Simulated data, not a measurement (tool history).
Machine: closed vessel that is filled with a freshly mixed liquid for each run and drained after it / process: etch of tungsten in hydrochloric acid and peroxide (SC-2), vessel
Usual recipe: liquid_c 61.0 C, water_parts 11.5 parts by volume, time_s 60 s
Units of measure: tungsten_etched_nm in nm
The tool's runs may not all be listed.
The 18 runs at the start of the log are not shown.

run,day,liquid_c,water_parts,time_s,wafers since the last listed run,hours since the thermometer was replaced,hours since the chemicals flow meter was replaced,hours since the drum of peroxide was connected,hours since the gauge calibration,"read-back film thickness of the tungsten reference wafer, read on the same gauge (nm)",tungsten_etched_nm
19,19.500,61.0,11.5,70,2900,2498.8,156.2,583.7,460.6,120.05,35.06
20,20.321,61.0,11.5,60,2214,2518.5,175.9,603.4,480.3,120.00,30.01
21,21.658,57.0,11.5,60,3608,2550.6,208.0,635.5,512.4,120.02,23.68
22,23.129,66.5,14.5,40,3968,2585.9,243.3,670.8,547.7,120.03,22.94
# day 24.204: new drum of peroxide connected
# day 25.562: thermometer replaced
23,27.604,61.0,11.5,70,11848,49.0,350.7,81.6,655.1,120.01,32.63
24,28.317,57.0,11.5,60,1922,66.1,367.8,98.7,672.2,119.98,21.66
25,30.029,61.0,11.5,90,4620,107.2,408.9,139.8,713.3,120.01,42.30
# day 30.321: gauge calibrated
# day 33.942: chemicals flow meter replaced
26,34.125,61.0,11.5,40,10937,205.5,4.4,238.1,91.3,120.00,18.81
27,34.775,64.0,11.5,40,1753,221.1,20.0,253.7,106.9,120.01,22.36
28,36.271,57.0,11.5,60,4035,257.0,55.9,289.6,142.8,120.01,21.70
29,36.992,70.5,16.0,80,1944,274.3,73.2,306.9,160.1,120.05,49.63
30,38.408,51.0,11.5,60,3821,308.3,107.2,340.9,194.1,120.01,14.69
31,39.804,58.5,11.5,40,3765,341.8,140.7,374.4,227.6,120.00,16.07

Alternative continuations, all from the tool just after run 31; predict every row:
A,39.833,69.0,11.5,60,78,342.5,141.4,375.1,228.3,?,?
B,39.833,69.0,6.5,75,78,342.5,141.4,375.1,228.3,?,?
C,39.833,66.5,11.5,85,78,342.5,141.4,375.1,228.3,?,?

run,"read-back film thickness of the tungsten reference wafer, read on the same gauge (nm)",tungsten_etched_nm
A,120.00,46.00
B,120.00,91.38
C,120.00,56.12
What these runs would have given with no unlogged condition in the tool:
run,tungsten_etched_nm
A,45.82
B,90.96
C,55.88
